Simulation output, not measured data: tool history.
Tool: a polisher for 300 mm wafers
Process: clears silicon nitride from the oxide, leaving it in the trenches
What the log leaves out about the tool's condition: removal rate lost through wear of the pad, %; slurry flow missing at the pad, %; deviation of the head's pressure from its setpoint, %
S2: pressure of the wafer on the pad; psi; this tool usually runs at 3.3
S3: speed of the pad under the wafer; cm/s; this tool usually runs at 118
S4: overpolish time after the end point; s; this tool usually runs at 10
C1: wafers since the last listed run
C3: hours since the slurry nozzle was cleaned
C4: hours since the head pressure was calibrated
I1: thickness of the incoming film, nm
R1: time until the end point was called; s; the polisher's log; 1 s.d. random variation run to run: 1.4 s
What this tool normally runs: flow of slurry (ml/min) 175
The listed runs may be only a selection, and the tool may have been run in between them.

run 1 hour=0.0 | flow_of_slurry_(ml/min)=175 S2=3.3 S3=118 S4=10 | C1=0 wafers_polished_on_this_pad=94 C3=100.1 C4=721.1 | I1=149.3 | R1=111.8
run 2 hour=17.6 | flow_of_slurry_(ml/min)=175 S2=3.3 S3=118 S4=10 | C1=211 wafers_polished_on_this_pad=306 C3=117.7 C4=738.7 | I1=151.5 | R1=112.3
run 3 hour=27.5 | flow_of_slurry_(ml/min)=175 S2=3.3 S3=118 S4=13 | C1=118 wafers_polished_on_this_pad=425 C3=127.6 C4=748.6 | I1=151.5 | R1=117.3
run 4 hour=38.3 | flow_of_slurry_(ml/min)=175 S2=3.3 S3=118 S4=10 | C1=129 wafers_polished_on_this_pad=554 C3=138.4 C4=759.4 | I1=151.3 | R1=117.1
run 5 hour=56.1 | flow_of_slurry_(ml/min)=175 S2=3.3 S3=118 S4=10 | C1=213 wafers_polished_on_this_pad=768 C3=156.2 C4=777.2 | I1=146.7 | R1=114.4
run 6 hour=63.5 | flow_of_slurry_(ml/min)=175 S2=3.3 S3=118 S4=10 | C1=88 wafers_polished_on_this_pad=857 C3=163.6 C4=784.6 | I1=150.3 | R1=117.2
-- hour=68.2 head pressure recalibrated
-- hour=72.4 worn pad replaced by a new one
run 7 hour=76.5 | flow_of_slurry_(ml/min)=175 S2=3.3 S3=118 S4=10 | C1=84 wafers_polished_on_this_pad=49 C3=176.6 C4=8.3 | I1=151.2 | R1=112.6
run 8 hour=89.6 | flow_of_slurry_(ml/min)=175 S2=3.3 S3=118 S4=10 | C1=157 wafers_polished_on_this_pad=206 C3=189.7 C4=21.4 | I1=150.3 | R1=114.2
run 9 hour=108.3 | flow_of_slurry_(ml/min)=175 S2=3.6 S3=118 S4=10 | C1=224 wafers_polished_on_this_pad=431 C3=208.4 C4=40.1 | I1=153.0 | R1=106.5
run 10 hour=118.4 | flow_of_slurry_(ml/min)=130 S2=3.3 S3=118 S4=10 | C1=121 wafers_polished_on_this_pad=552 C3=218.5 C4=50.2 | I1=150.2 | R1=122.9
run 11 hour=135.8 | flow_of_slurry_(ml/min)=220 S2=3.8 S3=118 S4=5 | C1=209 wafers_polished_on_this_pad=761 C3=235.9 C4=67.6 | I1=149.4 | R1=99.8
run 12 hour=144.1 | flow_of_slurry_(ml/min)=175 S2=3.3 S3=118 S4=10 | C1=99 wafers_polished_on_this_pad=861 C3=244.2 C4=75.9 | I1=150.6 | R1=116.9
run 13 hour=154.0 | flow_of_slurry_(ml/min)=190 S2=3.3 S3=118 S4=10 | C1=118 wafers_polished_on_this_pad=980 C3=254.1 C4=85.8 | I1=151.0 | R1=118.6
-- hour=158.8 slurry nozzle cleaned
-- hour=161.3 worn pad replaced by a new one
run 14 hour=166.7 | flow_of_slurry_(ml/min)=225 S2=4.4 S3=134 S4=6 | C1=110 wafers_polished_on_this_pad=65 C3=7.9 C4=98.5 | I1=148.7 | R1=71.8
run 15 hour=174.5 | flow_of_slurry_(ml/min)=145 S2=3.3 S3=118 S4=13 | C1=93 wafers_polished_on_this_pad=159 C3=15.7 C4=106.3 | I1=150.3 | R1=116.9
run 16 hour=190.4 | flow_of_slurry_(ml/min)=225 S2=2.5 S3=142 S4=6 | C1=191 wafers_polished_on_this_pad=350 C3=31.6 C4=122.2 | I1=151.5 | R1=121.3
run 17 hour=205.5 | flow_of_slurry_(ml/min)=175 S2=3.3 S3=118 S4=10 | C1=181 wafers_polished_on_this_pad=531 C3=46.7 C4=137.3 | I1=150.3 | R1=113.8
run 18 hour=212.0 | flow_of_slurry_(ml/min)=175 S2=3.3 S3=160 S4=10 | C1=78 wafers_polished_on_this_pad=609 C3=53.2 C4=143.8 | I1=148.2 | R1=83.4

Here are 4 independent what-if runs from the current tool condition. What would each one return?
run A hour=212.5 | flow_of_slurry_(ml/min)=175 S2=3.3 S3=118 S4=10 | C1=6 wafers_polished_on_this_pad=615 C3=53.7 C4=144.3 | I1=152.5 | R1=?
run B hour=212.5 | flow_of_slurry_(ml/min)=220 S2=2.7 S3=118 S4=10 | C1=6 wafers_polished_on_this_pad=615 C3=53.7 C4=144.3 | I1=152.5 | R1=?
run C hour=212.5 | flow_of_slurry_(ml/min)=175 S2=3.3 S3=82 S4=7 | C1=6 wafers_polished_on_this_pad=615 C3=53.7 C4=144.3 | I1=152.5 | R1=?
run D hour=212.5 | flow_of_slurry_(ml/min)=200 S2=3.3 S3=118 S4=12 | C1=6 wafers_polished_on_this_pad=615 C3=53.7 C4=144.3 | I1=152.5 | R1=?

run=A R1=117.1
run=B R1=138.6
run=C R1=168.5
run=D R1=114.8
Without the tool's hidden state the same runs would have given:
run=A R1=114.9
run=B R1=135.9
run=C R1=165.3
run=D R1=112.6

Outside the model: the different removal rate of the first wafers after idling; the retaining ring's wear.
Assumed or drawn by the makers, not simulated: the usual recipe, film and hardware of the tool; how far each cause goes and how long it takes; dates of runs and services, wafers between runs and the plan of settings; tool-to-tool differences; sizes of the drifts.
